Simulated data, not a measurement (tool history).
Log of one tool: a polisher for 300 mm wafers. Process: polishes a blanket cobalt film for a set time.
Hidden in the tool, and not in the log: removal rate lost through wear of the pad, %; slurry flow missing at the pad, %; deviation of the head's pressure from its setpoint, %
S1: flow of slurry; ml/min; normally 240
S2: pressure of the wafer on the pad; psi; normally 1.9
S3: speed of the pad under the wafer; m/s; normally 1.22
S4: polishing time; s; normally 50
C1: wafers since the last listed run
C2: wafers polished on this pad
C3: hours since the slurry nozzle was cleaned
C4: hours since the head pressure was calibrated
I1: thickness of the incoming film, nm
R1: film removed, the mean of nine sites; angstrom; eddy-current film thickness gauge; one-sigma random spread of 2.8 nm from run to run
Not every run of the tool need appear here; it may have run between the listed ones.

| run | hour | S1 | S2 | S3 | S4 | C1 | C2 | C3 | C4 | I1 | R1 |
|---|---|---|---|---|---|---|---|---|---|---|---|
| 1 | 0.0 | 240 | 1.9 | 1.22 | 50 | 0 | 182 | 35.0 | 251.1 | 1239.0 | 3095 |
| 2 | 16.2 | 240 | 1.9 | 1.22 | 43 | 131 | 314 | 51.2 | 267.3 | 1233.0 | 2684 |
| 3 | 49.7 | 240 | 1.9 | 1.22 | 59 | 272 | 587 | 84.7 | 300.8 | 1244.7 | 3639 |
| 4 | 63.5 | 240 | 1.9 | 1.22 | 59 | 112 | 699 | 98.5 | 314.6 | 1228.3 | 3528 |
| 5 | 89.5 | 240 | 1.9 | 1.22 | 59 | 211 | 910 | 124.5 | 340.6 | 1242.2 | 3570 |
| 6 | 124.5 | 240 | 1.4 | 1.22 | 37 | 284 | 1195 | 159.5 | 375.6 | 1221.3 | 1801 |
|  | 144.0 | worn pad replaced by a new one, of another model than before |
| 7 | 151.5 | 240 | 1.4 | 1.22 | 37 | 187 | 60 | 186.5 | 402.6 | 1234.7 | 2046 |
| 8 | 185.3 | 240 | 1.4 | 1.22 | 37 | 274 | 335 | 220.3 | 436.4 | 1236.3 | 2043 |
| 9 | 209.2 | 240 | 1.9 | 1.22 | 50 | 194 | 530 | 244.2 | 460.3 | 1235.9 | 3036 |
| 10 | 239.2 | 240 | 1.5 | 0.94 | 56 | 244 | 774 | 274.2 | 490.3 | 1243.8 | 2553 |
| 11 | 261.2 | 315 | 1.9 | 1.22 | 61 | 178 | 953 | 296.2 | 512.3 | 1246.3 | 3832 |
|  | 269.5 | slurry nozzle cleaned |
|  | 270.6 | head pressure recalibrated |
| 12 | 282.4 | 240 | 1.9 | 1.22 | 50 | 155 | 1108 | 12.9 | 11.8 | 1245.6 | 3199 |
| 13 | 297.9 | 240 | 1.9 | 1.54 | 59 | 126 | 1234 | 28.4 | 27.3 | 1238.1 | 4597 |
|  | 314.2 | worn pad replaced by a new one |
| 14 | 318.7 | 310 | 2.4 | 1.22 | 39 | 136 | 36 | 49.2 | 48.1 | 1252.2 | 2813 |
| 15 | 342.2 | 240 | 1.9 | 1.22 | 50 | 191 | 227 | 72.7 | 71.6 | 1232.5 | 3179 |
| 16 | 362.3 | 240 | 2.5 | 1.22 | 50 | 163 | 391 | 92.8 | 91.7 | 1259.9 | 3636 |
| 17 | 391.4 | 240 | 1.9 | 1.22 | 43 | 236 | 628 | 121.9 | 120.8 | 1240.4 | 2703 |
| 18 | 406.2 | 240 | 2.3 | 1.00 | 50 | 120 | 748 | 136.7 | 135.6 | 1242.8 | 2972 |

Consider 4 possible next runs. They are alternatives, not a sequence: every one starts from the tool as it was left by run 18. What does each give?
| A | 406.6 | 240 | 1.9 | 1.22 | 50 | 3 | 751 | 137.1 | 136.0 | 1215.9 | ? |
| B | 406.6 | 325 | 1.7 | 1.12 | 62 | 3 | 751 | 137.1 | 136.0 | 1215.9 | ? |
| C | 406.6 | 240 | 1.2 | 1.50 | 40 | 3 | 751 | 137.1 | 136.0 | 1215.9 | ? |
| D | 406.6 | 240 | 1.9 | 1.54 | 50 | 3 | 751 | 137.1 | 136.0 | 1215.9 | ? |

| run | R1 |
|---|---|
| A | 3152 |
| B | 3672 |
| C | 2541 |
| D | 3791 |
What these runs would have given with no unlogged condition in the tool:
| run | R1 |
|---|---|
| A | 3154 |
| B | 3674 |
| C | 2543 |
| D | 3794 |
